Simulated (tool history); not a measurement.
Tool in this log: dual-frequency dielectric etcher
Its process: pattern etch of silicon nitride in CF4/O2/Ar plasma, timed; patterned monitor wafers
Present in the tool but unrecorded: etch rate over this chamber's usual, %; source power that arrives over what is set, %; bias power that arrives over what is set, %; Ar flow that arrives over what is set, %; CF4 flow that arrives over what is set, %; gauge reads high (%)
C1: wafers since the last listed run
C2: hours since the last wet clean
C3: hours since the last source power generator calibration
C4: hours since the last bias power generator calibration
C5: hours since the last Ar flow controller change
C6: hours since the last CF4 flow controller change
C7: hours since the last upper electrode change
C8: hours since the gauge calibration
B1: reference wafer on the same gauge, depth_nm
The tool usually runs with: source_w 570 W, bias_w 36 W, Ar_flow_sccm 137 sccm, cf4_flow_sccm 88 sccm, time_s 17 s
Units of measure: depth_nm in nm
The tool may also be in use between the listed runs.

{"run": 1, "day": 0.0, "source_w": 570, "bias_w": 39, "Ar_flow_sccm": 137, "cf4_flow_sccm": 109, "time_s": 17, "C1": 0, "C2": 292, "C3": 41.9, "C4": 1808.4, "C5": 1810.4, "C6": 3489.2, "C7": 2898.7, "C8": 56.5, "B1": 25.72, "depth_nm": 29.57}
{"run": 2, "day": 1.142, "source_w": 570, "bias_w": 36, "Ar_flow_sccm": 137, "cf4_flow_sccm": 103, "time_s": 17, "C1": 479, "C2": 319.4, "C3": 69.3, "C4": 1835.8, "C5": 1837.8, "C6": 3516.6, "C7": 2926.1, "C8": 83.9, "B1": 25.69, "depth_nm": 28.48}
{"run": 3, "day": 2.904, "source_w": 710, "bias_w": 36, "Ar_flow_sccm": 137, "cf4_flow_sccm": 88, "time_s": 19.5, "C1": 740, "C2": 361.7, "C3": 111.6, "C4": 1878.1, "C5": 1880.1, "C6": 3558.9, "C7": 2968.4, "C8": 126.2, "B1": 25.73, "depth_nm": 40.56}
{"day": 5.517, "done": "CF4 flow controller replaced"}
{"day": 5.733, "done": "upper electrode replaced"}
{"day": 6.892, "done": "wet clean of the chamber"}
{"day": 7.229, "done": "bias power generator calibrated"}
{"run": 4, "day": 7.25, "source_w": 570, "bias_w": 43, "Ar_flow_sccm": 137, "cf4_flow_sccm": 78, "time_s": 17, "C1": 1140, "C2": 8.6, "C3": 215.9, "C4": 0.5, "C5": 1984.4, "C6": 41.6, "C7": 36.4, "C8": 230.5, "B1": 25.73, "depth_nm": 29.24}
{"run": 5, "day": 8.208, "source_w": 570, "bias_w": 36, "Ar_flow_sccm": 137, "cf4_flow_sccm": 88, "time_s": 17, "C1": 402, "C2": 31.6, "C3": 238.9, "C4": 23.5, "C5": 2007.4, "C6": 64.6, "C7": 59.4, "C8": 253.5, "B1": 25.66, "depth_nm": 27.13}
{"run": 6, "day": 8.733, "source_w": 570, "bias_w": 36, "Ar_flow_sccm": 137, "cf4_flow_sccm": 88, "time_s": 17, "C1": 220, "C2": 44.2, "C3": 251.5, "C4": 36.1, "C5": 2020, "C6": 77.2, "C7": 72, "C8": 266.1, "B1": 25.72, "depth_nm": 27.19}
{"run": 7, "day": 9.246, "source_w": 570, "bias_w": 29, "Ar_flow_sccm": 137, "cf4_flow_sccm": 88, "time_s": 15.5, "C1": 215, "C2": 56.5, "C3": 263.8, "C4": 48.4, "C5": 2032.3, "C6": 89.5, "C7": 84.3, "C8": 278.4, "B1": 25.69, "depth_nm": 22.13}
{"run": 8, "day": 9.967, "source_w": 570, "bias_w": 36, "Ar_flow_sccm": 137, "cf4_flow_sccm": 88, "time_s": 17, "C1": 302, "C2": 73.8, "C3": 281.1, "C4": 65.7, "C5": 2049.6, "C6": 106.8, "C7": 101.6, "C8": 295.7, "B1": 25.7, "depth_nm": 27.43}
{"run": 9, "day": 10.583, "source_w": 640, "bias_w": 36, "Ar_flow_sccm": 120, "cf4_flow_sccm": 88, "time_s": 18.5, "C1": 259, "C2": 88.6, "C3": 295.9, "C4": 80.5, "C5": 2064.4, "C6": 121.6, "C7": 116.4, "C8": 310.5, "B1": 25.66, "depth_nm": 34.41}
{"run": 10, "day": 11.279, "source_w": 620, "bias_w": 42, "Ar_flow_sccm": 137, "cf4_flow_sccm": 88, "time_s": 17, "C1": 292, "C2": 105.3, "C3": 312.6, "C4": 97.2, "C5": 2081.1, "C6": 138.3, "C7": 133.1, "C8": 327.2, "B1": 25.71, "depth_nm": 32.31}
{"day": 12.167, "done": "Ar flow controller replaced"}
{"run": 11, "day": 12.7, "source_w": 570, "bias_w": 36, "Ar_flow_sccm": 137, "cf4_flow_sccm": 88, "time_s": 14.5, "C1": 492, "C2": 139.4, "C3": 346.7, "C4": 131.3, "C5": 12.8, "C6": 172.4, "C7": 167.2, "C8": 361.3, "B1": 25.71, "depth_nm": 23.33}
{"run": 12, "day": 13.667, "source_w": 450, "bias_w": 36, "Ar_flow_sccm": 137, "cf4_flow_sccm": 88, "time_s": 17, "C1": 406, "C2": 162.6, "C3": 369.9, "C4": 154.5, "C5": 36, "C6": 195.6, "C7": 190.4, "C8": 384.5, "B1": 25.66, "depth_nm": 21.39}
{"run": 13, "day": 14.258, "source_w": 570, "bias_w": 36, "Ar_flow_sccm": 137, "cf4_flow_sccm": 88, "time_s": 17, "C1": 248, "C2": 176.8, "C3": 384.1, "C4": 168.7, "C5": 50.2, "C6": 209.8, "C7": 204.6, "C8": 398.7, "B1": 25.68, "depth_nm": 27.75}
{"run": 14, "day": 15.446, "source_w": 570, "bias_w": 41, "Ar_flow_sccm": 137, "cf4_flow_sccm": 100, "time_s": 17, "C1": 499, "C2": 205.3, "C3": 412.6, "C4": 197.2, "C5": 78.7, "C6": 238.3, "C7": 233.1, "C8": 427.2, "B1": 25.71, "depth_nm": 30.09}
{"run": 15, "day": 16.75, "source_w": 570, "bias_w": 36, "Ar_flow_sccm": 137, "cf4_flow_sccm": 67, "time_s": 15.5, "C1": 548, "C2": 236.6, "C3": 443.9, "C4": 228.5, "C5": 110, "C6": 269.6, "C7": 264.4, "C8": 458.5, "B1": 25.7, "depth_nm": 24.53}
{"run": 16, "day": 17.292, "source_w": 570, "bias_w": 43, "Ar_flow_sccm": 137, "cf4_flow_sccm": 95, "time_s": 17, "C1": 227, "C2": 249.6, "C3": 456.9, "C4": 241.5, "C5": 123, "C6": 282.6, "C7": 277.4, "C8": 471.5, "B1": 25.69, "depth_nm": 30.85}
{"run": 17, "day": 18.083, "source_w": 460, "bias_w": 42, "Ar_flow_sccm": 137, "cf4_flow_sccm": 69, "time_s": 15, "C1": 332, "C2": 268.6, "C3": 475.9, "C4": 260.5, "C5": 142, "C6": 301.6, "C7": 296.4, "C8": 490.5, "B1": 25.72, "depth_nm": 20.93}
{"run": 18, "day": 19.271, "source_w": 570, "bias_w": 36, "Ar_flow_sccm": 137, "cf4_flow_sccm": 88, "time_s": 17, "C1": 499, "C2": 297.1, "C3": 504.4, "C4": 289, "C5": 170.5, "C6": 330.1, "C7": 324.9, "C8": 519, "B1": 25.72, "depth_nm": 28.32}
{"run": 19, "day": 20.388, "source_w": 570, "bias_w": 43, "Ar_flow_sccm": 137, "cf4_flow_sccm": 106, "time_s": 17, "C1": 469, "C2": 323.9, "C3": 531.2, "C4": 315.8, "C5": 197.3, "C6": 356.9, "C7": 351.7, "C8": 545.8, "B1": 25.7, "depth_nm": 31.49}
{"run": 20, "day": 21.608, "source_w": 570, "bias_w": 33, "Ar_flow_sccm": 162, "cf4_flow_sccm": 88, "time_s": 17, "C1": 513, "C2": 353.2, "C3": 560.5, "C4": 345.1, "C5": 226.6, "C6": 386.2, "C7": 381, "C8": 575.1, "B1": 25.7, "depth_nm": 25.95}

For run 21, what comes out?
{"run": 21, "day": 22.75, "source_w": 570, "bias_w": 29, "Ar_flow_sccm": 128, "cf4_flow_sccm": 88, "time_s": 19.5, "C1": 479, "C2": 380.6, "C3": 587.9, "C4": 372.5, "C5": 254, "C6": 413.6, "C7": 408.4, "C8": 602.5, "B1": "?", "depth_nm": "?"}

B1: 25.7
depth_nm: 29.64 nm
Minus the tool's unlogged condition, the same run would have read depth_nm 28.27 nm.

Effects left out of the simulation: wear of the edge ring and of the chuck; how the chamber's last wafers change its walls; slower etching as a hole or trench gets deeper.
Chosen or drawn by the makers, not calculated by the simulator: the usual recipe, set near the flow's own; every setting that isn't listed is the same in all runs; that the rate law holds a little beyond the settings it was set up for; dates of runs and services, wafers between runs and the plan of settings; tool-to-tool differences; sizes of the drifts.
